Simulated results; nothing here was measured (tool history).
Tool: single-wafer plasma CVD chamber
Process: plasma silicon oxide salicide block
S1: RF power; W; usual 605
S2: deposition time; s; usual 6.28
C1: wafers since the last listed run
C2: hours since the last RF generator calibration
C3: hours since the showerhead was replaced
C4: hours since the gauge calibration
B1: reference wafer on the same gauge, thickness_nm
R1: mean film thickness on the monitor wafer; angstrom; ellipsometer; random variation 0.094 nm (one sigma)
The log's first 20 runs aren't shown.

run 21 day=11.683 | S1=680 S2=5.22 | C1=268 C2=36.7 C3=3636.5 C4=409.3 | B1=58.803 | R1=532.29
run 22 day=11.971 | S1=690 S2=6.88 | C1=276 C2=43.6 C3=3643.4 C4=416.2 | B1=58.821 | R1=703.14
run 23 day=12.646 | S1=650 S2=6.28 | C1=649 C2=59.8 C3=3659.6 C4=432.4 | B1=58.824 | R1=634.12
-- day=13.171 gauge calibrated
run 24 day=13.225 | S1=605 S2=6.28 | C1=557 C2=73.7 C3=3673.5 C4=1.3 | B1=59.223 | R1=627.15
run 25 day=13.662 | S1=555 S2=5.42 | C1=421 C2=84.2 C3=3684 C4=11.8 | B1=59.199 | R1=531.88
-- day=14.025 showerhead replaced
run 26 day=14.046 | S1=640 S2=7.02 | C1=48 C2=93.4 C3=0.5 C4=21 | B1=59.163 | R1=709.59
run 27 day=14.396 | S1=710 S2=6.84 | C1=336 C2=101.8 C3=8.9 C4=29.4 | B1=59.162 | R1=708.61
run 28 day=14.7 | S1=605 S2=5.73 | C1=292 C2=109.1 C3=16.2 C4=36.7 | B1=59.132 | R1=570.91
run 29 day=15.396 | S1=605 S2=6.28 | C1=669 C2=125.8 C3=32.9 C4=53.4 | B1=59.1 | R1=625.13
run 30 day=15.758 | S1=645 S2=6.95 | C1=348 C2=134.5 C3=41.6 C4=62.1 | B1=59.067 | R1=704.69
run 31 day=16.333 | S1=655 S2=6.28 | C1=553 C2=148.3 C3=55.4 C4=75.9 | B1=59.055 | R1=637.18
run 32 day=16.888 | S1=645 S2=7.01 | C1=533 C2=161.6 C3=68.7 C4=89.2 | B1=59.062 | R1=708.31
run 33 day=17.621 | S1=635 S2=5.6 | C1=705 C2=179.2 C3=86.3 C4=106.8 | B1=59.004 | R1=562.62

Forecast each of these 4 alternatives for the next run:
run A day=17.638 | S1=640 S2=6.28 | C1=16 C2=179.6 C3=86.7 C4=107.2 | B1=? | R1=?
run B day=17.638 | S1=605 S2=7.44 | C1=16 C2=179.6 C3=86.7 C4=107.2 | B1=? | R1=?
run C day=17.638 | S1=695 S2=5.41 | C1=16 C2=179.6 C3=86.7 C4=107.2 | B1=? | R1=?
run D day=17.638 | S1=560 S2=7.51 | C1=16 C2=179.6 C3=86.7 C4=107.2 | B1=? | R1=?

run=A B1=58.987 R1=631.38
run=B B1=58.987 R1=738.55
run=C B1=58.987 R1=554.33
run=D B1=58.987 R1=732.79
Without the tool's hidden state the same runs would have given:
run=A R1=633.41
run=B R1=740.92
run=C R1=556.11
run=D R1=735.13
